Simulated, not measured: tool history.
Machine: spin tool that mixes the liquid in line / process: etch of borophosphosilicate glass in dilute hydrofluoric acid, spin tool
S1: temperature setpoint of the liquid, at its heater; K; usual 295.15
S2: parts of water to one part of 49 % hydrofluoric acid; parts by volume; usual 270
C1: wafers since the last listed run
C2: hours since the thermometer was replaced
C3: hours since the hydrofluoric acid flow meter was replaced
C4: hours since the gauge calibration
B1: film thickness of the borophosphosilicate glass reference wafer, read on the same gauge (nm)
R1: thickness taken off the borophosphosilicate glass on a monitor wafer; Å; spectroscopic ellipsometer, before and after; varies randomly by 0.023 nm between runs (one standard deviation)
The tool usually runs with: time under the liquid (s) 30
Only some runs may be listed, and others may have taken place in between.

{"run": 1, "hour": 0.0, "S1": 295.15, "S2": 270, "time under the liquid (s)": 35, "C1": 0, "C2": 1785.9, "C3": 1493.6, "C4": 695.7, "B1": 149.97, "R1": 65.2}
{"run": 2, "hour": 25.1, "S1": 295.15, "S2": 270, "time under the liquid (s)": 35, "C1": 246, "C2": 1811.0, "C3": 1518.7, "C4": 720.8, "B1": 150.01, "R1": 65.3}
{"run": 3, "hour": 42.5, "S1": 295.15, "S2": 270, "time under the liquid (s)": 35, "C1": 170, "C2": 1828.4, "C3": 1536.1, "C4": 738.2, "B1": 149.99, "R1": 65.7}
{"run": 4, "hour": 61.0, "S1": 295.15, "S2": 270, "time under the liquid (s)": 25, "C1": 181, "C2": 1846.9, "C3": 1554.6, "C4": 756.7, "B1": 149.96, "R1": 47.0}
{"run": 5, "hour": 113.9, "S1": 295.15, "S2": 270, "time under the liquid (s)": 25, "C1": 519, "C2": 1899.8, "C3": 1607.5, "C4": 809.6, "B1": 150.02, "R1": 46.5}
{"run": 6, "hour": 146.4, "S1": 295.15, "S2": 270, "time under the liquid (s)": 30, "C1": 318, "C2": 1932.3, "C3": 1640.0, "C4": 842.1, "B1": 150.03, "R1": 56.1}
{"run": 7, "hour": 169.6, "S1": 295.15, "S2": 270, "time under the liquid (s)": 30, "C1": 227, "C2": 1955.5, "C3": 1663.2, "C4": 865.3, "B1": 149.99, "R1": 56.0}
{"run": 8, "hour": 191.4, "S1": 295.15, "S2": 210, "time under the liquid (s)": 30, "C1": 213, "C2": 1977.3, "C3": 1685.0, "C4": 887.1, "B1": 150.02, "R1": 76.3}
{"run": 9, "hour": 212.8, "S1": 295.15, "S2": 210, "time under the liquid (s)": 30, "C1": 210, "C2": 1998.7, "C3": 1706.4, "C4": 908.5, "B1": 149.98, "R1": 76.1}
{"run": 10, "hour": 314.4, "S1": 295.15, "S2": 210, "time under the liquid (s)": 30, "C1": 997, "C2": 2100.3, "C3": 1808.0, "C4": 1010.1, "B1": 149.97, "R1": 77.5}
{"run": 11, "hour": 344.9, "S1": 295.15, "S2": 270, "time under the liquid (s)": 40, "C1": 299, "C2": 2130.8, "C3": 1838.5, "C4": 1040.6, "B1": 149.99, "R1": 75.8}
{"run": 12, "hour": 374.2, "S1": 293.15, "S2": 310, "time under the liquid (s)": 30, "C1": 287, "C2": 2160.1, "C3": 1867.8, "C4": 1069.9, "B1": 150.07, "R1": 44.0}
{"run": 13, "hour": 390.1, "S1": 293.15, "S2": 270, "time under the liquid (s)": 30, "C1": 156, "C2": 2176.0, "C3": 1883.7, "C4": 1085.8, "B1": 149.98, "R1": 52.6}
{"hour": 400.0, "done": "gauge calibrated"}
{"run": 14, "hour": 402.7, "S1": 292.65, "S2": 270, "time under the liquid (s)": 30, "C1": 123, "C2": 2188.6, "C3": 1896.3, "C4": 2.7, "B1": 150.06, "R1": 51.3}
{"run": 15, "hour": 425.2, "S1": 295.15, "S2": 270, "time under the liquid (s)": 30, "C1": 220, "C2": 2211.1, "C3": 1918.8, "C4": 25.2, "B1": 150.03, "R1": 56.2}
{"hour": 436.0, "done": "thermometer replaced"}
{"run": 16, "hour": 442.7, "S1": 295.15, "S2": 270, "time under the liquid (s)": 30, "C1": 161, "C2": 6.7, "C3": 1936.3, "C4": 42.7, "B1": 150.03, "R1": 56.6}
{"run": 17, "hour": 463.1, "S1": 295.15, "S2": 270, "time under the liquid (s)": 30, "C1": 200, "C2": 27.1, "C3": 1956.7, "C4": 63.1, "B1": 149.98, "R1": 56.4}
{"run": 18, "hour": 491.8, "S1": 292.15, "S2": 215, "time under the liquid (s)": 25, "C1": 281, "C2": 55.8, "C3": 1985.4, "C4": 91.8, "B1": 149.98, "R1": 55.7}
{"hour": 504.1, "done": "hydrofluoric acid flow meter replaced"}
{"run": 19, "hour": 506.6, "S1": 295.15, "S2": 270, "time under the liquid (s)": 30, "C1": 135, "C2": 70.6, "C3": 2.5, "C4": 106.6, "B1": 150.01, "R1": 54.1}
{"run": 20, "hour": 519.3, "S1": 297.15, "S2": 180, "time under the liquid (s)": 20, "C1": 124, "C2": 83.3, "C3": 15.2, "C4": 119.3, "B1": 149.97, "R1": 63.3}
{"run": 21, "hour": 535.5, "S1": 292.15, "S2": 270, "time under the liquid (s)": 40, "C1": 158, "C2": 99.5, "C3": 31.4, "C4": 135.5, "B1": 149.95, "R1": 64.2}
{"run": 22, "hour": 562.9, "S1": 300.15, "S2": 375, "time under the liquid (s)": 40, "C1": 268, "C2": 126.9, "C3": 58.8, "C4": 162.9, "B1": 149.98, "R1": 55.9}
{"run": 23, "hour": 583.4, "S1": 297.15, "S2": 270, "time under the liquid (s)": 40, "C1": 201, "C2": 147.4, "C3": 79.3, "C4": 183.4, "B1": 149.96, "R1": 77.1}
{"run": 24, "hour": 610.4, "S1": 295.15, "S2": 270, "time under the liquid (s)": 30, "C1": 264, "C2": 174.4, "C3": 106.3, "C4": 210.4, "B1": 149.96, "R1": 53.9}
{"run": 25, "hour": 633.3, "S1": 295.15, "S2": 270, "time under the liquid (s)": 15, "C1": 224, "C2": 197.3, "C3": 129.2, "C4": 233.3, "B1": 149.99, "R1": 27.0}
{"run": 26, "hour": 664.0, "S1": 300.15, "S2": 270, "time under the liquid (s)": 30, "C1": 301, "C2": 228.0, "C3": 159.9, "C4": 264.0, "B1": 150.03, "R1": 64.6}
{"run": 27, "hour": 680.1, "S1": 295.15, "S2": 370, "time under the liquid (s)": 40, "C1": 157, "C2": 244.1, "C3": 176.0, "C4": 280.1, "B1": 149.99, "R1": 47.9}

The next listed run, before its measurement:
{"run": 28, "hour": 693.0, "S1": 295.15, "S2": 270, "time under the liquid (s)": 30, "C1": 126, "C2": 257.0, "C3": 188.9, "C4": 293.0, "B1": "?", "R1": "?"}

{"run 28": {"B1": 150.02, "R1": 54.0}}
Had the tool carried no hidden state, the very same run would have given R1 53.5 Å.

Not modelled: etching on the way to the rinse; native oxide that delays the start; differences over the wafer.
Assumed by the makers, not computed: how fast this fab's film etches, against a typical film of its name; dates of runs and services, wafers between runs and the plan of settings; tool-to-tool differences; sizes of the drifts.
